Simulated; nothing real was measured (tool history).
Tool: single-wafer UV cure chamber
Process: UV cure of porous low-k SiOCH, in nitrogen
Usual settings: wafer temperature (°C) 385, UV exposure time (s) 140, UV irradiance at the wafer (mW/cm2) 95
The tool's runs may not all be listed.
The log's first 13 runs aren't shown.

run	day	wafer temperature (°C)	UV exposure time (s)	UV irradiance at the wafer (mW/cm2)	wafers since the last listed run	hours since the UV bulbs were replaced	wafers since the quartz window was cleaned	loss of film thickness in the cure (%)
# day 30.004: UV bulbs replaced
14	30.129	391	140	95	222	3	2700	9.189
15	31.412	385	140	95	192	33.8	2892	8.604
16	33.838	385	140	95	363	92	3256	8.7
17	36.629	385	140	95	418	159	3674	8.562
18	38.242	385	140	95	241	197.7	3916	8.444
19	41.092	385	140	95	427	266.1	4343	8.18
# day 42.846: quartz window cleaned
20	43.908	405	175	63	372	333.7	159	8.588
21	45.862	394	140	95	292	380.6	452	9.175
22	47.462	374	105	124	239	419	692	8.897

The next listed run, before its measurement:
23	49.646	392	115	128	327	471.4	1019	?

Run 23 gave loss of film thickness in the cure (%) 10.027.
Without the tool's hidden state the same run would have given loss of film thickness in the cure (%) 10.299.
